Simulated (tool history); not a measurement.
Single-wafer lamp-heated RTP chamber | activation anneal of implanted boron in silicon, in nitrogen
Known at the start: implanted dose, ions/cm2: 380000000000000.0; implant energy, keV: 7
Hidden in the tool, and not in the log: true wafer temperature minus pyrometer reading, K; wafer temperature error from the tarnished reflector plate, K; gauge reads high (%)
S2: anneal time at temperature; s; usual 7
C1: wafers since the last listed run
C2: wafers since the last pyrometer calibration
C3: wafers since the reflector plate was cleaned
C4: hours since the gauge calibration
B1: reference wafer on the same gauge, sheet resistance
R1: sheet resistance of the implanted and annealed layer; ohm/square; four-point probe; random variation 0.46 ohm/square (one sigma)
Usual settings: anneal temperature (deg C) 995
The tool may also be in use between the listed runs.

Run 1, hour 0: usual settings; C1 0; C2 5081; C3 6001; C4 314.4; B1 233.93. Result: R1 271.18 ohm/square.
Run 2, hour 10.2: usual settings; C1 157; C2 5238; C3 6159; C4 324.6; B1 234.06. Result: R1 269.77 ohm/square.
At hour 17.2: gauge calibrated.
Run 3, hour 22.8: usual settings; C1 194; C2 5432; C3 6353; C4 5.6; B1 233.94. Result: R1 269.56 ohm/square.
Run 4, hour 40.1: usual settings; C1 266; C2 5699; C3 6620; C4 22.9; B1 234. Result: R1 270.8 ohm/square.
Run 5, hour 51.9: usual settings; C1 182; C2 5881; C3 6802; C4 34.7; B1 233.96. Result: R1 270.64 ohm/square.
Run 6, hour 68.2: usual settings but anneal temperature (deg C) 988; C1 251; C2 6133; C3 7054; C4 51; B1 233.96. Result: R1 271.81 ohm/square.
Run 7, hour 79.5: usual settings but anneal temperature (deg C) 988; C1 174; C2 6307; C3 7228; C4 62.3; B1 234. Result: R1 271.11 ohm/square.
Run 8, hour 88: usual settings but S2 4 s; C1 131; C2 6439; C3 7359; C4 70.8; B1 234.05. Result: R1 270.21 ohm/square.
Run 9, hour 97.1: usual settings but S2 4 s; C1 140; C2 6579; C3 7500; C4 79.9; B1 233.99. Result: R1 270.69 ohm/square.
Run 10, hour 112.8: usual settings but S2 4 s; C1 242; C2 6821; C3 7742; C4 95.6; B1 234. Result: R1 270.85 ohm/square.
Run 11, hour 127.4: usual settings but anneal temperature (deg C) 1001; C1 225; C2 7047; C3 7967; C4 110.2; B1 233.96. Result: R1 268.42 ohm/square.
Run 12, hour 136: usual settings; C1 132; C2 7179; C3 8100; C4 118.8; B1 234.04. Result: R1 269.83 ohm/square.
Run 13, hour 144.1: usual settings; C1 124; C2 7304; C3 8225; C4 126.9; B1 233.96. Result: R1 269.49 ohm/square.
At hour 158.9: pyrometer window cleaned and pyrometer calibrated.
Run 14, hour 159.4: usual settings; C1 112; C2 7; C3 8338; C4 142.2; B1 234.02. Result: R1 272.1 ohm/square.
Run 15, hour 170.2: usual settings; C1 166; C2 174; C3 8504; C4 153; B1 234.05. Result: R1 271.63 ohm/square.
Run 16, hour 184.1: usual settings; C1 214; C2 388; C3 8719; C4 166.9; B1 233.99. Result: R1 271.97 ohm/square.
Run 17, hour 191.4: usual settings; C1 112; C2 501; C3 8832; C4 174.2; B1 234. Result: R1 271.37 ohm/square.
Run 18, hour 201.8: usual settings; C1 160; C2 662; C3 8992; C4 184.6; B1 234.02. Result: R1 271.2 ohm/square.
Run 19, hour 211.1: usual settings but anneal temperature (deg C) 975, S2 10 s; C1 143; C2 805; C3 9136; C4 193.9; B1 234.05. Result: R1 279.45 ohm/square.
Run 20, hour 228.3: usual settings but anneal temperature (deg C) 973, S2 10 s; C1 265; C2 1070; C3 9401; C4 211.1; B1 233.95. Result: R1 280.6 ohm/square.
At hour 236.3: reflector plate cleaned.
Run 21, hour 264: usual settings but anneal temperature (deg C) 1018, S2 9 s; C1 427; C2 1498; C3 427; C4 246.8; B1 234.01. Result: R1 267.85 ohm/square.
Run 22, hour 274.6: usual settings but anneal temperature (deg C) 1011, S2 5 s; C1 163; C2 1662; C3 590; C4 257.4; B1 234.12. Result: R1 268.42 ohm/square.
Run 23, hour 289.4: usual settings but anneal temperature (deg C) 967, S2 8 s; C1 228; C2 1890; C3 819; C4 272.2; B1 233.97. Result: R1 285.79 ohm/square.
At hour 307.1: gauge calibrated.
Run 24, hour 327.4: usual settings but anneal temperature (deg C) 1003, S2 4 s; C1 586; C2 2476; C3 1405; C4 20.3; B1 234.05. Result: R1 270.12 ohm/square.
Run 25, hour 338.7: usual settings but S2 5 s; C1 174; C2 2651; C3 1579; C4 31.6; B1 234.06. Result: R1 272.23 ohm/square.
Run 26, hour 355.8: usual settings but anneal temperature (deg C) 1019, S2 10 s; C1 263; C2 2915; C3 1843; C4 48.7; B1 233.96. Result: R1 267.75 ohm/square.
Run 27, hour 361.9: usual settings but anneal temperature (deg C) 970, S2 5 s; C1 94; C2 3009; C3 1937; C4 54.8; B1 233.89. Result: R1 283.04 ohm/square.
Run 28, hour 372.2: usual settings but anneal temperature (deg C) 1017, S2 6 s; C1 158; C2 3168; C3 2096; C4 65.1; B1 233.92. Result: R1 268.38 ohm/square.
Run 29, hour 386.8: usual settings but anneal temperature (deg C) 1018, S2 9 s; C1 225; C2 3393; C3 2322; C4 79.7; B1 234.01. Result: R1 268.61 ohm/square.
Run 30, hour 409.7: usual settings but anneal temperature (deg C) 969, S2 11 s; C1 353; C2 3746; C3 2675; C4 102.6; B1 234.02. Result: R1 280.07 ohm/square.
Run 31, hour 425.3: usual settings but anneal temperature (deg C) 1007, S2 9 s; C1 240; C2 3987; C3 2916; C4 118.2; B1 234.07. Result: R1 268.27 ohm/square.
Run 32, hour 437.8: usual settings; C1 192; C2 4180; C3 3109; C4 130.7; B1 234. Result: R1 270.39 ohm/square.

5 ways to go on from here, each from the tool as it stands after run 32. What would each give?
Run A, hour 438.2: usual settings; C1 6; C2 4186; C3 3115; C4 131.1; B1 ?. Result: R1 ?.
Run B, hour 438.2: usual settings but anneal temperature (deg C) 1013, S2 4 s; C1 6; C2 4186; C3 3115; C4 131.1; B1 ?. Result: R1 ?.
Run C, hour 438.2: usual settings but anneal temperature (deg C) 980, S2 5 s; C1 6; C2 4186; C3 3115; C4 131.1; B1 ?. Result: R1 ?.
Run D, hour 438.2: usual settings but S2 9 s; C1 6; C2 4186; C3 3115; C4 131.1; B1 ?. Result: R1 ?.
Run E, hour 438.2: usual settings but anneal temperature (deg C) 1005, S2 9 s; C1 6; C2 4186; C3 3115; C4 131.1; B1 ?. Result: R1 ?.

run      B1      R1
  A  233.98  270.77
  B  233.98  269.21
  C  233.98  276.01
  D  233.98  270.34
  E  233.98  268.95
Without the tool's hidden state the same runs would have given:
run      R1
  A     273
  B  269.94
  C  281.01
  D  272.49
  E  270.12
